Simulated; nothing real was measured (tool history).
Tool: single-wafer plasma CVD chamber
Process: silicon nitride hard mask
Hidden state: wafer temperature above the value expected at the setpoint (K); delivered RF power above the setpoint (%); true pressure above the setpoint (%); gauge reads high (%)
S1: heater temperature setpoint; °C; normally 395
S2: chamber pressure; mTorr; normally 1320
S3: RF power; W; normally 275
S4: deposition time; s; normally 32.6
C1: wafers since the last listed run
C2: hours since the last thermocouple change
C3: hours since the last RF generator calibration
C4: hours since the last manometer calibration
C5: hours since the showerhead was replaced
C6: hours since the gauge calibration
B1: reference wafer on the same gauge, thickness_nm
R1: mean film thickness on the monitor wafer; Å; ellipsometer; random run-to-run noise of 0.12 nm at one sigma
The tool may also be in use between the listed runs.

{"run": 1, "hour": 0.0, "S1": 395, "S2": 1320, "S3": 275, "S4": 32.6, "C1": 0, "C2": 926.1, "C3": 1477.2, "C4": 2791.7, "C5": 2879.6, "C6": 909.7, "B1": 30.567, "R1": 335.33}
{"hour": 14.6, "done": "thermocouple changed; heater temperature recalibrated"}
{"run": 2, "hour": 25.9, "S1": 395, "S2": 1320, "S3": 275, "S4": 32.6, "C1": 390, "C2": 11.3, "C3": 1503.1, "C4": 2817.6, "C5": 2905.5, "C6": 935.6, "B1": 30.624, "R1": 337.32}
{"run": 3, "hour": 55.6, "S1": 395, "S2": 1320, "S3": 275, "S4": 32.6, "C1": 647, "C2": 41.0, "C3": 1532.8, "C4": 2847.3, "C5": 2935.2, "C6": 965.3, "B1": 30.588, "R1": 334.11}
{"run": 4, "hour": 90.7, "S1": 395, "S2": 1320, "S3": 275, "S4": 32.6, "C1": 764, "C2": 76.1, "C3": 1567.9, "C4": 2882.4, "C5": 2970.3, "C6": 1000.4, "B1": 30.598, "R1": 335.81}
{"run": 5, "hour": 115.4, "S1": 395, "S2": 1320, "S3": 275, "S4": 32.6, "C1": 538, "C2": 100.8, "C3": 1592.6, "C4": 2907.1, "C5": 2995.0, "C6": 1025.1, "B1": 30.612, "R1": 334.56}
{"run": 6, "hour": 180.9, "S1": 395, "S2": 1320, "S3": 275, "S4": 32.6, "C1": 1427, "C2": 166.3, "C3": 1658.1, "C4": 2972.6, "C5": 3060.5, "C6": 1090.6, "B1": 30.604, "R1": 336.14}
{"run": 7, "hour": 246.6, "S1": 395, "S2": 1320, "S3": 275, "S4": 32.6, "C1": 1431, "C2": 232.0, "C3": 1723.8, "C4": 3038.3, "C5": 3126.2, "C6": 1156.3, "B1": 30.602, "R1": 333.18}
{"hour": 306.8, "done": "showerhead replaced"}
{"run": 8, "hour": 313.8, "S1": 395, "S2": 1320, "S3": 275, "S4": 32.6, "C1": 1289, "C2": 299.2, "C3": 1791.0, "C4": 3105.5, "C5": 7.0, "C6": 1223.5, "B1": 30.586, "R1": 333.04}
{"run": 9, "hour": 378.6, "S1": 395, "S2": 1320, "S3": 275, "S4": 32.6, "C1": 1411, "C2": 364.0, "C3": 1855.8, "C4": 3170.3, "C5": 71.8, "C6": 1288.3, "B1": 30.651, "R1": 332.33}
{"hour": 433.3, "done": "capacitance manometer re-zeroed and calibrated"}
{"run": 10, "hour": 433.8, "S1": 395, "S2": 1320, "S3": 275, "S4": 32.6, "C1": 1028, "C2": 419.2, "C3": 1911.0, "C4": 0.5, "C5": 127.0, "C6": 1343.5, "B1": 30.605, "R1": 345.46}
{"run": 11, "hour": 481.7, "S1": 395, "S2": 1320, "S3": 275, "S4": 34.9, "C1": 1043, "C2": 467.1, "C3": 1958.9, "C4": 48.4, "C5": 174.9, "C6": 1391.4, "B1": 30.551, "R1": 371.14}
{"run": 12, "hour": 522.5, "S1": 395, "S2": 1320, "S3": 225, "S4": 35.8, "C1": 888, "C2": 507.9, "C3": 1999.7, "C4": 89.2, "C5": 215.7, "C6": 1432.2, "B1": 30.59, "R1": 308.83}
{"hour": 522.7, "done": "gauge calibrated"}
{"hour": 589.3, "done": "RF generator calibrated"}
{"run": 13, "hour": 590.1, "S1": 395, "S2": 1220, "S3": 325, "S4": 29.6, "C1": 1298, "C2": 575.5, "C3": 0.8, "C4": 156.8, "C5": 283.3, "C6": 67.4, "B1": 30.531, "R1": 355.85}
{"run": 14, "hour": 621.8, "S1": 395, "S2": 1320, "S3": 275, "S4": 32.6, "C1": 690, "C2": 607.2, "C3": 32.5, "C4": 188.5, "C5": 315.0, "C6": 99.1, "B1": 30.62, "R1": 344.93}
{"run": 15, "hour": 650.1, "S1": 395, "S2": 1320, "S3": 305, "S4": 32.6, "C1": 616, "C2": 635.5, "C3": 60.8, "C4": 216.8, "C5": 343.3, "C6": 127.4, "B1": 30.608, "R1": 381.49}
{"run": 16, "hour": 701.9, "S1": 395, "S2": 1090, "S3": 275, "S4": 32.6, "C1": 1128, "C2": 687.3, "C3": 112.6, "C4": 268.6, "C5": 395.1, "C6": 179.2, "B1": 30.625, "R1": 322.72}
{"run": 17, "hour": 768.4, "S1": 395, "S2": 1050, "S3": 310, "S4": 32.6, "C1": 1448, "C2": 753.8, "C3": 179.1, "C4": 335.1, "C5": 461.6, "C6": 245.7, "B1": 30.604, "R1": 354.39}
{"run": 18, "hour": 815.6, "S1": 395, "S2": 1490, "S3": 275, "S4": 32.6, "C1": 1028, "C2": 801.0, "C3": 226.3, "C4": 382.3, "C5": 508.8, "C6": 292.9, "B1": 30.603, "R1": 360.41}
{"run": 19, "hour": 848.4, "S1": 395, "S2": 1320, "S3": 225, "S4": 34.8, "C1": 714, "C2": 833.8, "C3": 259.1, "C4": 415.1, "C5": 541.6, "C6": 325.7, "B1": 30.654, "R1": 296.33}
{"run": 20, "hour": 906.8, "S1": 395, "S2": 1320, "S3": 275, "S4": 32.6, "C1": 1272, "C2": 892.2, "C3": 317.5, "C4": 473.5, "C5": 600.0, "C6": 384.1, "B1": 30.589, "R1": 345.08}
{"hour": 948.7, "done": "thermocouple changed; heater temperature recalibrated"}
{"run": 21, "hour": 978.4, "S1": 391, "S2": 1030, "S3": 275, "S4": 32.6, "C1": 1385, "C2": 29.7, "C3": 389.1, "C4": 545.1, "C5": 671.6, "C6": 455.7, "B1": 30.606, "R1": 315.34}
{"run": 22, "hour": 1047.3, "S1": 395, "S2": 1320, "S3": 275, "S4": 32.6, "C1": 1501, "C2": 98.6, "C3": 458.0, "C4": 614.0, "C5": 740.5, "C6": 524.6, "B1": 30.663, "R1": 345.25}
{"run": 23, "hour": 1229.8, "S1": 410, "S2": 1320, "S3": 245, "S4": 26.8, "C1": 3976, "C2": 281.1, "C3": 640.5, "C4": 796.5, "C5": 923.0, "C6": 707.1, "B1": 30.628, "R1": 250.32}
{"run": 24, "hour": 1260.4, "S1": 395, "S2": 1120, "S3": 235, "S4": 27.0, "C1": 666, "C2": 311.7, "C3": 671.1, "C4": 827.1, "C5": 953.6, "C6": 737.7, "B1": 30.618, "R1": 228.88}
{"run": 25, "hour": 1327.9, "S1": 395, "S2": 1580, "S3": 275, "S4": 32.6, "C1": 1470, "C2": 379.2, "C3": 738.6, "C4": 894.6, "C5": 1021.1, "C6": 805.2, "B1": 30.645, "R1": 365.63}
{"run": 26, "hour": 1448.9, "S1": 395, "S2": 1320, "S3": 275, "S4": 34.9, "C1": 2636, "C2": 500.2, "C3": 859.6, "C4": 1015.6, "C5": 1142.1, "C6": 926.2, "B1": 30.595, "R1": 369.85}
{"run": 27, "hour": 1497.2, "S1": 395, "S2": 1320, "S3": 275, "S4": 28.6, "C1": 1052, "C2": 548.5, "C3": 907.9, "C4": 1063.9, "C5": 1190.4, "C6": 974.5, "B1": 30.602, "R1": 301.47}

Describe how what the log doesn't record of the tool's condition differs between the last listed run preceding each entry between runs and the first listed run following it.
Run 1 -> run 2: thermocouple changed; heater temperature recalibrated (hour 14.6)
  true pressure above the setpoint (%): -7.75 -> -7.88
  measured result minus the result with no hidden state, R1: -9.43 -> -9.67 Å
Run 7 -> run 8: showerhead replaced (hour 306.8)
  true pressure above the setpoint (%): -9.05 -> -9.42
  measured result minus the result with no hidden state, R1: -11.06 -> -11.55 Å
Run 9 -> run 10: capacitance manometer re-zeroed and calibrated (hour 433.3)
  true pressure above the setpoint (%): -9.79 -> 0.175
  measured result minus the result with no hidden state, R1: -12.01 -> +0.21 Å
Run 12 -> run 13: gauge calibrated (hour 522.7); RF generator calibrated (hour 589.3)
  true pressure above the setpoint (%): 0.168 -> 0.153
  measured result minus the result with no hidden state, R1: +0.18 -> +0.18 Å
Run 20 -> run 21: thermocouple changed; heater temperature recalibrated (hour 948.7)
  true pressure above the setpoint (%): -0.028 -> -0.094
  measured result minus the result with no hidden state, R1: -0.03 -> -0.11 Å

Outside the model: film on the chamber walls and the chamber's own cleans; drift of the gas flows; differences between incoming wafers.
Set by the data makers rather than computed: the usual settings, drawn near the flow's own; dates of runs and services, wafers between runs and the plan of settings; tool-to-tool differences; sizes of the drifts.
